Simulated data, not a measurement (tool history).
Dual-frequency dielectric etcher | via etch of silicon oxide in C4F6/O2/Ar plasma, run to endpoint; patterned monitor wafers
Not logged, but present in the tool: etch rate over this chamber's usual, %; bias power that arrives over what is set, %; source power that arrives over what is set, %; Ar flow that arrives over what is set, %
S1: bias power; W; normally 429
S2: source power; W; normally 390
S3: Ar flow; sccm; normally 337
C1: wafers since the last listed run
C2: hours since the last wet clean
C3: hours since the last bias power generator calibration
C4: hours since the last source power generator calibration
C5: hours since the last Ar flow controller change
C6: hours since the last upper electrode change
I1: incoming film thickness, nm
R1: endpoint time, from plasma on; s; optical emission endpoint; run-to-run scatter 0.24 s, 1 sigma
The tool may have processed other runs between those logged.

{"run": 1, "hour": 0.0, "S1": 429, "S2": 350, "S3": 337, "C1": 0, "C2": 359.3, "C3": 4408.4, "C4": 2297.5, "C5": 5102.1, "C6": 2579.4, "I1": 163.3, "R1": 42.7}
{"hour": 13.6, "done": "bias power generator calibrated"}
{"run": 2, "hour": 36.0, "S1": 429, "S2": 350, "S3": 337, "C1": 609, "C2": 395.3, "C3": 22.4, "C4": 2333.5, "C5": 5138.1, "C6": 2615.4, "I1": 161.7, "R1": 41.6}
{"run": 3, "hour": 51.3, "S1": 429, "S2": 350, "S3": 337, "C1": 291, "C2": 410.6, "C3": 37.7, "C4": 2348.8, "C5": 5153.4, "C6": 2630.7, "I1": 163.5, "R1": 42.4}
{"run": 4, "hour": 64.8, "S1": 429, "S2": 390, "S3": 317, "C1": 256, "C2": 424.1, "C3": 51.2, "C4": 2362.3, "C5": 5166.9, "C6": 2644.2, "I1": 162, "R1": 39.5}
{"run": 5, "hour": 78.3, "S1": 429, "S2": 390, "S3": 337, "C1": 256, "C2": 437.6, "C3": 64.7, "C4": 2375.8, "C5": 5180.4, "C6": 2657.7, "I1": 162.9, "R1": 40.3}
{"hour": 92.2, "done": "Ar flow controller replaced"}
{"run": 6, "hour": 92.7, "S1": 374, "S2": 390, "S3": 337, "C1": 159, "C2": 452, "C3": 79.1, "C4": 2390.2, "C5": 0.5, "C6": 2672.1, "I1": 163.7, "R1": 41.1}
{"run": 7, "hour": 104.3, "S1": 374, "S2": 390, "S3": 337, "C1": 220, "C2": 463.6, "C3": 90.7, "C4": 2401.8, "C5": 12.1, "C6": 2683.7, "I1": 162.9, "R1": 40.8}
{"hour": 109.0, "done": "source power generator calibrated"}
{"run": 8, "hour": 121.6, "S1": 486, "S2": 350, "S3": 337, "C1": 253, "C2": 480.9, "C3": 108, "C4": 12.6, "C5": 29.4, "C6": 2701, "I1": 162.5, "R1": 41.1}
{"run": 9, "hour": 137.7, "S1": 429, "S2": 360, "S3": 337, "C1": 306, "C2": 497, "C3": 124.1, "C4": 28.7, "C5": 45.5, "C6": 2717.1, "I1": 162.1, "R1": 41.9}
{"run": 10, "hour": 150.1, "S1": 346, "S2": 460, "S3": 296, "C1": 236, "C2": 509.4, "C3": 136.5, "C4": 41.1, "C5": 57.9, "C6": 2729.5, "I1": 163.7, "R1": 38.5}
{"run": 11, "hour": 164.7, "S1": 355, "S2": 360, "S3": 337, "C1": 277, "C2": 524, "C3": 151.1, "C4": 55.7, "C5": 72.5, "C6": 2744.1, "I1": 164, "R1": 43.2}
{"run": 12, "hour": 176.8, "S1": 429, "S2": 390, "S3": 337, "C1": 230, "C2": 536.1, "C3": 163.2, "C4": 67.8, "C5": 84.6, "C6": 2756.2, "I1": 161.9, "R1": 39.9}
{"run": 13, "hour": 186.5, "S1": 489, "S2": 340, "S3": 418, "C1": 184, "C2": 545.8, "C3": 172.9, "C4": 77.5, "C5": 94.3, "C6": 2765.9, "I1": 164.5, "R1": 42.9}
{"hour": 212.7, "done": "wet clean of the chamber"}
{"hour": 231.8, "done": "upper electrode replaced"}
{"run": 14, "hour": 232.3, "S1": 502, "S2": 310, "S3": 283, "C1": 52, "C2": 19.6, "C3": 218.7, "C4": 123.3, "C5": 140.1, "C6": 0.5, "I1": 162.8, "R1": 43.7}
{"run": 15, "hour": 232.6, "S1": 497, "S2": 390, "S3": 337, "C1": 5, "C2": 19.9, "C3": 219, "C4": 123.6, "C5": 140.4, "C6": 0.8, "I1": 162.5, "R1": 40.1}
{"run": 16, "hour": 232.9, "S1": 429, "S2": 440, "S3": 337, "C1": 5, "C2": 20.2, "C3": 219.3, "C4": 123.9, "C5": 140.7, "C6": 1.1, "I1": 162.8, "R1": 39.2}
{"run": 17, "hour": 233.3, "S1": 429, "S2": 390, "S3": 337, "C1": 7, "C2": 20.6, "C3": 219.7, "C4": 124.3, "C5": 141.1, "C6": 1.5, "I1": 163.2, "R1": 41.4}
{"run": 18, "hour": 241.9, "S1": 529, "S2": 480, "S3": 337, "C1": 163, "C2": 29.2, "C3": 228.3, "C4": 132.9, "C5": 149.7, "C6": 10.1, "I1": 162, "R1": 35.8}
{"run": 19, "hour": 257.7, "S1": 489, "S2": 390, "S3": 337, "C1": 300, "C2": 45, "C3": 244.1, "C4": 148.7, "C5": 165.5, "C6": 25.9, "I1": 162.3, "R1": 40}
{"run": 20, "hour": 275.1, "S1": 338, "S2": 390, "S3": 337, "C1": 331, "C2": 62.4, "C3": 261.5, "C4": 166.1, "C5": 182.9, "C6": 43.3, "I1": 162.9, "R1": 43.2}
{"run": 21, "hour": 292.8, "S1": 429, "S2": 420, "S3": 337, "C1": 336, "C2": 80.1, "C3": 279.2, "C4": 183.8, "C5": 200.6, "C6": 61, "I1": 162, "R1": 39.5}
{"run": 22, "hour": 300.3, "S1": 353, "S2": 390, "S3": 337, "C1": 142, "C2": 87.6, "C3": 286.7, "C4": 191.3, "C5": 208.1, "C6": 68.5, "I1": 164.6, "R1": 43.2}
{"run": 23, "hour": 317.6, "S1": 429, "S2": 450, "S3": 337, "C1": 329, "C2": 104.9, "C3": 304, "C4": 208.6, "C5": 225.4, "C6": 85.8, "I1": 164.6, "R1": 38.7}

Run 24, settings as shown, results not yet in. Your forecast:
{"run": 24, "hour": 323.8, "S1": 512, "S2": 430, "S3": 286, "C1": 118, "C2": 111.1, "C3": 310.2, "C4": 214.8, "C5": 231.6, "C6": 92, "I1": 162.9, "R1": "?"}

Run 24 measured R1 36.9 s.
If the tool had no hidden condition, the same run with the same run-to-run variation would have returned R1 37 s.
